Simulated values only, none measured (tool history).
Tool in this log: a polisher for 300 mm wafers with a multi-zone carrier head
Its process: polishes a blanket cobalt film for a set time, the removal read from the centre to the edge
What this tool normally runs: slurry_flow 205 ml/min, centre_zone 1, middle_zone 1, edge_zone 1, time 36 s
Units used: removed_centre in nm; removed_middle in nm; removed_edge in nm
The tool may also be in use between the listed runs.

| run | hour | slurry_flow | centre_zone | middle_zone | edge_zone | time | wafers since the last listed run | wafers polished on this pad | hours since the slurry nozzle was cleaned | hours since the centre zone pressure was calibrated | hours since the edge zone pressure was calibrated | hours since the carrier head's membrane was replaced | incoming thickness of the incoming film, nm | removed_centre | removed_middle | removed_edge |
|---|---|---|---|---|---|---|---|---|---|---|---|---|---|---|---|---|
| 1 | 0 | 205 | 0.89 | 1 | 1 | 36 | 0 | 791 | 766.5 | 1146.7 | 45.2 | 77.7 | 1575.2 | 64.8 | 70.4 | 72.2 |
|  | 2.8 | centre zone pressure recalibrated |
|  | 53.7 | worn pad replaced by a new one |
| 2 | 54.2 | 225 | 1 | 1 | 0.92 | 36 | 505 | 5 | 820.7 | 51.4 | 99.4 | 131.9 | 1553.5 | 71.5 | 71.2 | 71.9 |
| 3 | 59.7 | 205 | 0.93 | 1.04 | 1 | 33 | 57 | 62 | 826.2 | 56.9 | 104.9 | 137.4 | 1551.7 | 60.5 | 66.9 | 66.8 |
| 4 | 76.6 | 205 | 1 | 1 | 1 | 36 | 177 | 240 | 843.1 | 73.8 | 121.8 | 154.3 | 1552.8 | 68.6 | 69.3 | 72.1 |
| 5 | 90.4 | 240 | 1 | 0.91 | 1 | 36 | 144 | 384 | 856.9 | 87.6 | 135.6 | 168.1 | 1566.5 | 72.2 | 65.1 | 73.2 |
| 6 | 98 | 205 | 1 | 1 | 1 | 36 | 79 | 464 | 864.5 | 95.2 | 143.2 | 175.7 | 1529.3 | 70.5 | 69.4 | 70.4 |
| 7 | 112.2 | 205 | 1 | 1 | 1 | 36 | 148 | 613 | 878.7 | 109.4 | 157.4 | 189.9 | 1559.7 | 69 | 67.7 | 71.2 |
| 8 | 121.9 | 270 | 1 | 1.1 | 1.05 | 48 | 101 | 715 | 888.4 | 119.1 | 167.1 | 199.6 | 1575.7 | 99.1 | 108.6 | 100 |
|  | 135.1 | slurry nozzle cleaned |
| 9 | 136.6 | 205 | 1 | 1 | 1 | 36 | 143 | 858 | 1.5 | 133.8 | 181.8 | 214.3 | 1575 | 79.5 | 78.9 | 78.2 |
| 10 | 143.7 | 205 | 1 | 0.89 | 1 | 26 | 74 | 933 | 8.6 | 140.9 | 188.9 | 221.4 | 1551.4 | 57.3 | 50.8 | 56.3 |
| 11 | 154.8 | 160 | 1.05 | 1 | 1 | 36 | 116 | 1049 | 19.7 | 152 | 200 | 232.5 | 1580.6 | 77.7 | 74.1 | 74.3 |
|  | 174.8 | worn pad replaced by a new one |
| 12 | 175.3 | 230 | 1 | 1 | 1 | 36 | 173 | 5 | 40.2 | 172.5 | 220.5 | 253 | 1566.9 | 79.6 | 80.3 | 79.3 |
| 13 | 182 | 205 | 0.93 | 1 | 1 | 36 | 70 | 75 | 46.9 | 179.2 | 227.2 | 259.7 | 1568.5 | 74.9 | 78.6 | 77.1 |
| 14 | 193.4 | 205 | 1 | 1 | 1 | 36 | 119 | 195 | 58.3 | 190.6 | 238.6 | 271.1 | 1586.1 | 78.4 | 77.8 | 78 |
| 15 | 204.1 | 205 | 1 | 1.05 | 0.96 | 36 | 112 | 307 | 69 | 201.3 | 249.3 | 281.8 | 1569.3 | 79 | 81.3 | 77.1 |
| 16 | 210.5 | 205 | 1 | 1 | 1 | 36 | 67 | 374 | 75.4 | 207.7 | 255.7 | 288.2 | 1564.8 | 79.2 | 78.9 | 77.4 |
| 17 | 249.7 | 270 | 1 | 1.05 | 1.1 | 48 | 411 | 785 | 114.6 | 246.9 | 294.9 | 327.4 | 1573.2 | 110.9 | 113.4 | 108 |
| 18 | 264.3 | 205 | 1 | 1 | 1 | 36 | 153 | 938 | 129.2 | 261.5 | 309.5 | 342 | 1571.9 | 78.1 | 77.4 | 76 |
| 19 | 301.3 | 205 | 0.95 | 1 | 1 | 26 | 387 | 1326 | 166.2 | 298.5 | 346.5 | 379 | 1546.8 | 53.8 | 56.2 | 56 |
|  | 306.6 | worn pad replaced by a new one |
| 20 | 318.8 | 205 | 1 | 1 | 1 | 48 | 141 | 127 | 183.7 | 316 | 364 | 396.5 | 1556.6 | 104.7 | 102.6 | 101 |
| 21 | 370.8 | 205 | 1 | 1 | 1 | 36 | 545 | 672 | 235.7 | 368 | 416 | 448.5 | 1550.6 | 77 | 76.1 | 77.1 |
| 22 | 384.8 | 180 | 0.94 | 1 | 0.9 | 30 | 146 | 819 | 249.7 | 382 | 430 | 462.5 | 1545.1 | 59.8 | 62.3 | 60.8 |
| 23 | 391 | 140 | 1 | 1 | 1 | 36 | 65 | 884 | 255.9 | 388.2 | 436.2 | 468.7 | 1532.7 | 70.5 | 71.3 | 72.2 |

4 options for the next run, each taken on its own from the tool as it stands now. Forecast them:
| A | 391.4 | 205 | 1 | 1 | 1 | 36 | 4 | 888 | 256.3 | 388.6 | 436.6 | 469.1 | 1537.5 | ? | ? | ? |
| B | 391.4 | 230 | 1 | 1 | 1.04 | 36 | 4 | 888 | 256.3 | 388.6 | 436.6 | 469.1 | 1537.5 | ? | ? | ? |
| C | 391.4 | 205 | 1 | 1 | 0.96 | 36 | 4 | 888 | 256.3 | 388.6 | 436.6 | 469.1 | 1537.5 | ? | ? | ? |
| D | 391.4 | 205 | 1 | 1.07 | 1 | 36 | 4 | 888 | 256.3 | 388.6 | 436.6 | 469.1 | 1537.5 | ? | ? | ? |

| run | removed_centre | removed_middle | removed_edge |
|---|---|---|---|
| A | 77 | 76.4 | 76.6 |
| B | 78.7 | 77.9 | 78.6 |
| C | 77 | 76.4 | 75.8 |
| D | 77 | 80.9 | 76.6 |
What these runs would have given with no unlogged condition in the tool:
| run | removed_centre | removed_middle | removed_edge |
|---|---|---|---|
| A | 79 | 78.1 | 77.9 |
| B | 80.4 | 79.4 | 79.7 |
| C | 79 | 78.1 | 77.1 |
| D | 79 | 82.7 | 77.8 |

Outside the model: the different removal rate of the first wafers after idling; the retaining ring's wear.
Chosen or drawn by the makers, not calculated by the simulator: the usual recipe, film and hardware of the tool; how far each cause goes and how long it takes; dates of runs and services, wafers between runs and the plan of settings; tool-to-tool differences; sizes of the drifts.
